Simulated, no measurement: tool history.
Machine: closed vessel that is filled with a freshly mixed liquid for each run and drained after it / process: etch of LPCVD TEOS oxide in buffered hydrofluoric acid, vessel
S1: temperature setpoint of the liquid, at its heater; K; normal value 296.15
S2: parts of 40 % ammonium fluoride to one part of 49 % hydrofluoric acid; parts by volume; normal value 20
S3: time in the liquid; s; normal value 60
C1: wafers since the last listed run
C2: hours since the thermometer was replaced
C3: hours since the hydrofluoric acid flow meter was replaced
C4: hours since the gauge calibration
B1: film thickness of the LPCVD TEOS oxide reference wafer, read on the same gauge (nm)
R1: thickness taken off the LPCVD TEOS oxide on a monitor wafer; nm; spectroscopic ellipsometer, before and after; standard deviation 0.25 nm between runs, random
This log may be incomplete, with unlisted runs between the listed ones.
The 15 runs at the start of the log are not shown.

Run 16, day 32.938: usual settings; C1 2743; C2 1548.3; C3 530.8; C4 2012.8; B1 110. Result: R1 70.03 nm.
Run 17, day 34.533: usual settings but S1 293.15 K, S2 28 parts by volume, S3 90 s; C1 3223; C2 1586.6; C3 569.1; C4 2051.1; B1 110. Result: R1 69.73 nm.
At day 36.925: thermometer replaced.
Run 18, day 37.429: usual settings; C1 5765; C2 12.1; C3 638.6; C4 2120.6; B1 109.99. Result: R1 69.77 nm.
At day 38.454: gauge calibrated.
Run 19, day 38.75: usual settings but S1 292.15 K, S2 16.5 parts by volume, S3 85 s; C1 2668; C2 43.8; C3 670.3; C4 7.1; B1 109.98. Result: R1 94.12 nm.
Run 20, day 41.292: usual settings but S2 12.5 parts by volume, S3 90 s; C1 5134; C2 104.8; C3 731.3; C4 68.1; B1 110. Result: R1 163.09 nm.
Run 21, day 43.438: usual settings but S3 35 s; C1 4334; C2 156.3; C3 782.8; C4 119.6; B1 110. Result: R1 40.6 nm.
Run 22, day 49.367: usual settings but S1 300.65 K, S3 35 s; C1 11976; C2 298.6; C3 925.1; C4 261.9; B1 109.96. Result: R1 51.65 nm.
Run 23, day 51.7: usual settings; C1 4713; C2 354.6; C3 981.1; C4 317.9; B1 110.01. Result: R1 69.34 nm.

What does the tool deliver on the next run?
Run 24, day 52.721: usual settings but S2 14.5 parts by volume; C1 2062; C2 379.1; C3 1005.6; C4 342.4; B1 ?. Result: R1 ?.

For run 24 the tool returned B1 110.02, R1 92.97 nm.
On a tool with no hidden condition, and with the same random variation, this run would have come out at R1 98.01 nm.
